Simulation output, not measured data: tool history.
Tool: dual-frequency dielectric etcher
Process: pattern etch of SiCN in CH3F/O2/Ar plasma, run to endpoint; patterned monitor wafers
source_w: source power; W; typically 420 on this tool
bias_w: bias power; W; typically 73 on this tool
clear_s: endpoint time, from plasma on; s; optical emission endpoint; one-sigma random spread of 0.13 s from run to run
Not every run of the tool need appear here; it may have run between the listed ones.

run	hour	source_w	bias_w	incoming incoming film thickness, nm	clear_s
1	0.0	420	73	10.77	27.3
2	58.8	420	73	10.76	27.4
3	92.1	420	73	10.83	27.1
4	118.0	420	73	10.73	27.0
5	133.3	420	73	10.80	27.2
6	153.4	420	73	10.79	27.4
7	183.4	420	73	10.75	27.3
8	196.9	420	73	10.74	27.3
# hour 223.9: bias power generator calibrated
9	226.3	390	84	10.72	26.9
# hour 275.9: wet clean of the chamber
10	276.4	390	84	10.94	27.1
11	281.4	390	84	10.85	27.1
12	299.1	420	73	10.76	27.1
13	314.7	420	73	10.78	27.2
14	342.0	420	73	10.76	27.4
# hour 374.1: upper electrode replaced
15	374.6	420	73	10.75	27.3
16	379.2	420	73	10.72	27.4
17	396.4	420	73	10.70	27.0
18	427.1	450	66	10.81	27.0
19	446.9	460	68	10.70	26.5
20	461.9	490	85	10.80	24.1
21	497.3	420	73	10.74	27.0
22	515.6	340	89	10.81	28.8
23	529.9	480	83	10.75	24.3
24	554.1	420	73	10.76	27.1
25	580.0	420	73	10.74	27.3
# hour 599.2: source power generator calibrated
# hour 616.4: wet clean of the chamber
26	642.2	360	85	10.62	27.4
27	657.0	450	59	10.73	28.2
28	675.6	350	67	10.80	31.5
29	700.4	330	80	10.75	30.2
30	714.5	360	73	10.78	29.8
31	728.0	420	73	10.90	27.7
32	743.9	520	56	10.89	27.1
33	758.1	360	87	10.83	28.0
34	785.7	460	83	10.75	24.7
35	805.3	490	73	10.87	25.5
36	828.6	420	73	10.81	27.5

What the log doesn't show, run by run:
etch rate over this chamber's usual, %: 0 on each run
source power that arrives over what is set, %: 0 on each run
bias power that arrives over what is set, %: 0 on each run
